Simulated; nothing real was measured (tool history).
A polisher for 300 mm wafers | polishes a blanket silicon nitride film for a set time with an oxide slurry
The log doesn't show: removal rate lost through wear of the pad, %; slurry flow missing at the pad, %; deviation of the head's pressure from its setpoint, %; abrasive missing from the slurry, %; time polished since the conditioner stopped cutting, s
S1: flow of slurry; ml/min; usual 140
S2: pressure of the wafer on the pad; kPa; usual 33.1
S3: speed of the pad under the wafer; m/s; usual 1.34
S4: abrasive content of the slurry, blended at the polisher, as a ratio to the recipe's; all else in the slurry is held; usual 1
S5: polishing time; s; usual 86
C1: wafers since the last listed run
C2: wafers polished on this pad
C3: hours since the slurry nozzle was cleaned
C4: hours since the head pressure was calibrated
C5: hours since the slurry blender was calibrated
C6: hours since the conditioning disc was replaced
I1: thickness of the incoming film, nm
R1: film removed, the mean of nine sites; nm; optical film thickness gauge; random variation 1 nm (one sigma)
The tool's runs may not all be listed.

Run 1, hour 0: usual settings; C1 0; C2 3251; C3 39.5; C4 527.1; C5 487.6; C6 500.6; I1 276.6. Result: R1 84.8 nm.
Run 2, hour 60: usual settings; C1 454; C2 3706; C3 99.5; C4 587.1; C5 547.6; C6 560.6; I1 284. Result: R1 83 nm.
At hour 72.1: head pressure recalibrated.
At hour 162.1: worn pad replaced by a new one.
Run 3, hour 164.7: usual settings but S3 1.02 m/s, S5 94 s; C1 748; C2 19; C3 204.2; C4 92.6; C5 652.3; C6 665.3; I1 284.4. Result: R1 76.3 nm.
At hour 191.6: conditioning disc replaced and pad reconditioned.
At hour 211.8: slurry blender recalibrated.
Run 4, hour 236.4: usual settings but S3 1.6 m/s, S4 1.25, S5 77 s; C1 513; C2 532; C3 275.9; C4 164.3; C5 24.6; C6 44.8; I1 274.4. Result: R1 103.5 nm.
Run 5, hour 334.5: usual settings but S2 24.1 kPa; C1 743; C2 1276; C3 374; C4 262.4; C5 122.7; C6 142.9; I1 279.8. Result: R1 63.7 nm.
Run 6, hour 420.2: usual settings but S1 165 ml/min; C1 649; C2 1926; C3 459.7; C4 348.1; C5 208.4; C6 228.6; I1 284.2. Result: R1 88.9 nm.
Run 7, hour 498.4: usual settings but S2 40 kPa; C1 592; C2 2518; C3 537.9; C4 426.3; C5 286.6; C6 306.8; I1 281.3. Result: R1 103 nm.
Run 8, hour 550.2: usual settings but S5 71 s; C1 392; C2 2911; C3 589.7; C4 478.1; C5 338.4; C6 358.6; I1 281.4. Result: R1 71.6 nm.
At hour 590.9: slurry nozzle cleaned.
Run 9, hour 633.3: usual settings but S1 125 ml/min, S3 0.94 m/s, S4 1.3; C1 622; C2 3533; C3 42.4; C4 561.2; C5 421.5; C6 441.7; I1 278.4. Result: R1 72 nm.
Run 10, hour 672.6: usual settings but S1 115 ml/min, S3 1.6 m/s, S4 0.85, S5 95 s; C1 297; C2 3831; C3 81.7; C4 600.5; C5 460.8; C6 481; I1 275.7. Result: R1 92.1 nm.
At hour 707.6: head pressure recalibrated.
Run 11, hour 765: usual settings but S1 110 ml/min; C1 685; C2 4517; C3 174.1; C4 57.4; C5 553.2; C6 573.4; I1 282.7. Result: R1 78.2 nm.
At hour 785.8: worn pad replaced by a new one.
Run 12, hour 834.9: usual settings; C1 499; C2 372; C3 244; C4 127.3; C5 623.1; C6 643.3; I1 279.8. Result: R1 88.3 nm.
At hour 877.1: conditioning disc replaced and pad reconditioned.
Run 13, hour 916.1: usual settings but S3 1.54 m/s; C1 600; C2 972; C3 325.2; C4 208.5; C5 704.3; C6 39; I1 278.2. Result: R1 95.1 nm.
At hour 1005.4: slurry blender recalibrated.
Run 14, hour 1014.5: usual settings but S1 180 ml/min, S3 1.56 m/s; C1 730; C2 1703; C3 423.6; C4 306.9; C5 9.1; C6 137.4; I1 281.3. Result: R1 101.7 nm.
Run 15, hour 1100.9: usual settings but S3 1.62 m/s, S5 67 s; C1 654; C2 2358; C3 510; C4 393.3; C5 95.5; C6 223.8; I1 280. Result: R1 77.8 nm.
Run 16, hour 1176.1: usual settings; C1 570; C2 2928; C3 585.2; C4 468.5; C5 170.7; C6 299; I1 283.5. Result: R1 85.5 nm.
Run 17, hour 1226.2: usual settings but S1 165 ml/min, S4 1.15; C1 379; C2 3308; C3 635.3; C4 518.6; C5 220.8; C6 349.1; I1 275.5. Result: R1 92 nm.
At hour 1267.4: slurry nozzle cleaned.
Run 18, hour 1300.3: usual settings but S3 1.6 m/s, S4 1.15, S5 59 s; C1 554; C2 3862; C3 32.9; C4 592.7; C5 294.9; C6 423.2; I1 283.3. Result: R1 70.8 nm.
At hour 1306.4: head pressure recalibrated.
Run 19, hour 1381.9: usual settings but S3 1.5 m/s; C1 603; C2 4466; C3 114.5; C4 75.5; C5 376.5; C6 504.8; I1 275.3. Result: R1 89.3 nm.
At hour 1457.4: worn pad replaced by a new one.
Run 20, hour 1477.1: usual settings; C1 691; C2 149; C3 209.7; C4 170.7; C5 471.7; C6 600; I1 280.8. Result: R1 88.1 nm.
Run 21, hour 1528.5: usual settings but S2 36.5 kPa, S3 1.04 m/s, S5 68 s; C1 389; C2 539; C3 261.1; C4 222.1; C5 523.1; C6 651.4; I1 283.3. Result: R1 63.9 nm.
At hour 1580.7: conditioning disc replaced and pad reconditioned.
Run 22, hour 1584.4: usual settings but S1 175 ml/min, S3 1.68 m/s; C1 408; C2 947; C3 317; C4 278; C5 579; C6 3.7; I1 282.1. Result: R1 109.8 nm.
Run 23, hour 1682.1: usual settings but S2 26.2 kPa, S3 1.62 m/s, S5 96 s; C1 740; C2 1688; C3 414.7; C4 375.7; C5 676.7; C6 101.4; I1 283.7. Result: R1 90.1 nm.
Run 24, hour 1736.9: usual settings; C1 415; C2 2103; C3 469.5; C4 430.5; C5 731.5; C6 156.2; I1 282. Result: R1 86.7 nm.
At hour 1773.4: slurry blender recalibrated.
Run 25, hour 1785.6: usual settings but S2 37.2 kPa, S4 1.2; C1 354; C2 2457; C3 518.2; C4 479.2; C5 12.2; C6 204.9; I1 284.2. Result: R1 108.8 nm.
Run 26, hour 1889.7: usual settings but S5 60 s; C1 789; C2 3247; C3 622.3; C4 583.3; C5 116.3; C6 309; I1 279. Result: R1 59.1 nm.

3 ways to go on from here, each from the tool as it stands after run 26. What would each give?
Run A, hour 1890.1: usual settings but S5 65 s; C1 3; C2 3250; C3 622.7; C4 583.7; C5 116.7; C6 309.4; I1 276.5. Result: R1 ?.
Run B, hour 1890.1: usual settings but S1 185 ml/min, S2 24.8 kPa, S5 78 s; C1 3; C2 3250; C3 622.7; C4 583.7; C5 116.7; C6 309.4; I1 276.5. Result: R1 ?.
Run C, hour 1890.1: usual settings but S1 125 ml/min, S3 1.74 m/s, S4 1.25; C1 3; C2 3250; C3 622.7; C4 583.7; C5 116.7; C6 309.4; I1 276.5. Result: R1 ?.

run     R1
  A   64.6
  B     60
  C  118.3
Without the tool's hidden state the same runs would have given:
run     R1
  A   67.4
  B   62.6
  C  123.4

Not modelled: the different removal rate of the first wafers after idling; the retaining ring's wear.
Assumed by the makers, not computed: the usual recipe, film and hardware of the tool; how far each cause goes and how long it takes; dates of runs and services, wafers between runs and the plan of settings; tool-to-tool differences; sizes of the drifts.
